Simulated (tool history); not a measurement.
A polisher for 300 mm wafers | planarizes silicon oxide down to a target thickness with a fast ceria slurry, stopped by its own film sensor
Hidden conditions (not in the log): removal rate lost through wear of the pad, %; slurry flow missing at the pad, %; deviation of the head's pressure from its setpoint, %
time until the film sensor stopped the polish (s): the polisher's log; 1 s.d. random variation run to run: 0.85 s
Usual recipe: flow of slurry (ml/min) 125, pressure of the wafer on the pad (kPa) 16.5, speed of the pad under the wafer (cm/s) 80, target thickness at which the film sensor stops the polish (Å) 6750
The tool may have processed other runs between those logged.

run    hour  flow of slurry (ml/min)  pressure of the wafer on the pad (kPa)  speed of the pad under the wafer (cm/s)  target thickness at which the film sensor stops the polish (Å)  wafers since the last listed run  wafers polished on this pad  hours since the slurry nozzle was cleaned  hours since the head pressure was calibrated  incoming thickness of the incoming film, nm  time until the film sensor stopped the polish (s)
  1       0                      125                                    16.5                                       80                                                            6750                                 0                         1583                                      102.3                                         431.9                                       1692.7                                               92.9
  2    54.5                      125                                    16.5                                       90                                                            6750                               261                         1844                                      156.8                                         486.4                                       1711.3                                               83.3
  3   120.9                      125                                    16.5                                       80                                                            6750                               318                         2163                                      223.2                                         552.8                                       1683.4                                               93.1
  4   224.5                      125                                    16.5                                       80                                                            6750                               496                         2659                                      326.8                                         656.4                                       1712.8                                               96.7
  5   298.6                      125                                    16.5                                       80                                                            6750                               355                         3014                                      400.9                                         730.5                                       1680.3                                                 95
  6   375.2                      125                                    16.5                                       80                                                            6750                               367                         3381                                      477.5                                         807.1                                       1681.1                                               95.8
      382.2  -- worn pad replaced by a new one
  7   458.9                      125                                    16.5                                       80                                                            6750                               381                          367                                      561.2                                         890.8                                       1693.2                                               91.5
  8   565.3                      125                                    16.5                                       80                                                            6750                               509                          877                                      667.6                                         997.2                                       1710.1                                               95.6
  9   644.1                       90                                    16.5                                       80                                                            6750                               377                         1254                                      746.4                                          1076                                       1681.9                                              100.5
 10   704.7                      125                                      20                                       80                                                            6750                               290                         1545                                        807                                        1136.6                                       1708.7                                               82.9
      707.6  -- slurry nozzle cleaned
 11   740.7                      155                                    16.5                                       80                                                            6750                               167                         1713                                       33.1                                        1172.6                                         1720                                               91.3
 12   844.6                      125                                    16.5                                       80                                                            4850                               497                         2210                                        137                                        1276.5                                       1710.8                                              112.1
      874.9  -- head pressure recalibrated
 13   942.3                      125                                    16.5                                       80                                                            8880                               458                         2669                                      234.7                                          67.4                                       1706.6                                               75.4
     1035.5  -- worn pad replaced by a new one
 14    1036                      125                                    12.4                                       92                                                            3320                               429                            2                                      328.4                                         161.1                                       1711.4                                              132.9
 15  1077.6                       90                                    19.3                                       80                                                            6750                               199                          201                                        370                                         202.7                                       1717.8                                               81.1
 16  1124.4                      105                                      20                                       96                                                            8570                               224                          425                                      416.8                                         249.5                                       1693.8                                               52.7
 17  1163.4                      125                                    16.5                                       58                                                            9110                               186                          612                                      455.8                                         288.5                                       1692.2                                               95.1
 18  1235.9                      125                                    16.5                                       80                                                            6750                               347                          960                                      528.3                                           361                                       1702.4                                               92.6
 19  1299.2                      125                                    16.5                                       80                                                            6750                               303                         1263                                      591.6                                         424.3                                         1704                                                 95
 20    1390                      170                                    16.5                                       72                                                            6750                               435                         1698                                      682.4                                         515.1                                       1703.4                                              101.8
 21  1491.6                      125                                    16.5                                       80                                                            6750                               486                         2185                                        784                                         616.7                                       1714.7                                                100
     1518.4  -- slurry nozzle cleaned
 22  1548.3                      105                                    19.3                                       58                                                            3380                               266                         2452                                       29.9                                         673.4                                       1719.7                                              151.3
 23    1629                      125                                    16.5                                       80                                                            6750                               386                         2838                                      110.6                                         754.1                                       1682.9                                               92.6
       1724  -- worn pad replaced by a new one
 24  1842.8                      125                                    18.6                                      106                                                            3180                              1005                          569                                      324.4                                         967.9                                       1674.7                                               82.1
 25  1895.9                      125                                    16.5                                       80                                                            4580                               254                          823                                      377.5                                          1021                                       1708.2                                              114.4
 26  1969.7                      160                                    19.3                                       68                                                            6750                               353                         1177                                      451.3                                        1094.8                                       1708.1                                                 94
 27  2021.8                      145                                    11.7                                       96                                                            6750                               249                         1427                                      503.4                                        1146.9                                         1723                                              110.8
 28  2105.3                      125                                    16.5                                       92                                                            6750                               400                         1827                                      586.9                                        1230.4                                         1692                                                 84
     2109.3  -- head pressure recalibrated
 29  2218.2                      160                                    16.5                                       58                                                            6750                               531                         2358                                      699.8                                         108.9                                       1713.1                                              132.4
       2232  -- slurry nozzle cleaned
 30  2271.9                      125                                    16.5                                       80                                                           10150                               252                         2611                                       39.9                                         162.6                                       1716.7                                               64.2
     2337.5  -- worn pad replaced by a new one
 31  2362.4                      125                                    16.5                                      104                                                            6750                               414                          119                                      130.4                                         253.1                                       1682.8                                               65.4
 32  2412.1                      125                                    22.1                                       80                                                            6750                               238                          357                                      180.1                                         302.8                                       1719.3                                               68.8
 33  2514.3                      125                                    16.5                                       80                                                            6750                               489                          847                                      282.3                                           405                                       1690.1                                               89.2
 34  2564.3                      125                                    12.4                                       80                                                            5120                               239                         1086                                      332.3                                           455                                       1696.2                                                141
 35    2603                       95                                    15.2                                       98                                                            9230                               185                         1272                                        371                                         493.7                                       1689.4                                                 64
 36  2675.8                      170                                      20                                      108                                                            3190                               348                         1621                                      443.8                                         566.5                                         1725                                               75.7

For each entry between runs, how does the tool's hidden state at the last listed run before it compare with that at the first listed run after it?
After run 6, before run 7: worn pad replaced by a new one (hour 382.2)
  removal rate lost through wear of the pad, %: 9.64 -> 3.28; slurry flow missing at the pad, %: 26.4 -> 30.4
  the result without the hidden state subtracted from the measured one, time until the film sensor stopped the polish (s): +12.8 -> +7.2
After run 10, before run 11: slurry nozzle cleaned (hour 707.6)
  removal rate lost through wear of the pad, %: 7.73 -> 8.08; slurry flow missing at the pad, %: 42.1 -> 1.62
  the result without the hidden state subtracted from the measured one, time until the film sensor stopped the polish (s): +11.9 -> +7.5
After run 12, before run 13: head pressure recalibrated (hour 874.9)
  removal rate lost through wear of the pad, %: 8.83 -> 9.3; slurry flow missing at the pad, %: 6.58 -> 11.2
  the result without the hidden state subtracted from the measured one, time until the film sensor stopped the polish (s): +10.8 -> +8.1
After run 13, before run 14: worn pad replaced by a new one (hour 1035.5)
  removal rate lost through wear of the pad, %: 9.3 -> 0.0962; slurry flow missing at the pad, %: 11.2 -> 15.7
  the result without the hidden state subtracted from the measured one, time until the film sensor stopped the polish (s): +8.1 -> +3.1
After run 21, before run 22: slurry nozzle cleaned (hour 1518.4)
  removal rate lost through wear of the pad, %: 8.21 -> 8.51; slurry flow missing at the pad, %: 37.5 -> 5.34
  the result without the hidden state subtracted from the measured one, time until the film sensor stopped the polish (s): +13.9 -> +14
After run 23, before run 24: worn pad replaced by a new one (hour 1724)
  removal rate lost through wear of the pad, %: 8.84 -> 5.38; slurry flow missing at the pad, %: 9.19 -> 19.4
  the result without the hidden state subtracted from the measured one, time until the film sensor stopped the polish (s): +9.3 -> +6.7
After run 28, before run 29: head pressure recalibrated (hour 2109.3)
  removal rate lost through wear of the pad, %: 9.26 -> 9.99; slurry flow missing at the pad, %: 31.9 -> 37.3
  the result without the hidden state subtracted from the measured one, time until the film sensor stopped the polish (s): +11.7 -> +19.6
After run 29, before run 30: slurry nozzle cleaned (hour 2232)
  removal rate lost through wear of the pad, %: 9.99 -> 10.2; slurry flow missing at the pad, %: 37.3 -> 2.48
  the result without the hidden state subtracted from the measured one, time until the film sensor stopped the polish (s): +19.6 -> +6.8
After run 30, before run 31: worn pad replaced by a new one (hour 2337.5)
  removal rate lost through wear of the pad, %: 10.2 -> 1.47; slurry flow missing at the pad, %: 2.48 -> 6.8
  the result without the hidden state subtracted from the measured one, time until the film sensor stopped the polish (s): +6.8 -> +1.5
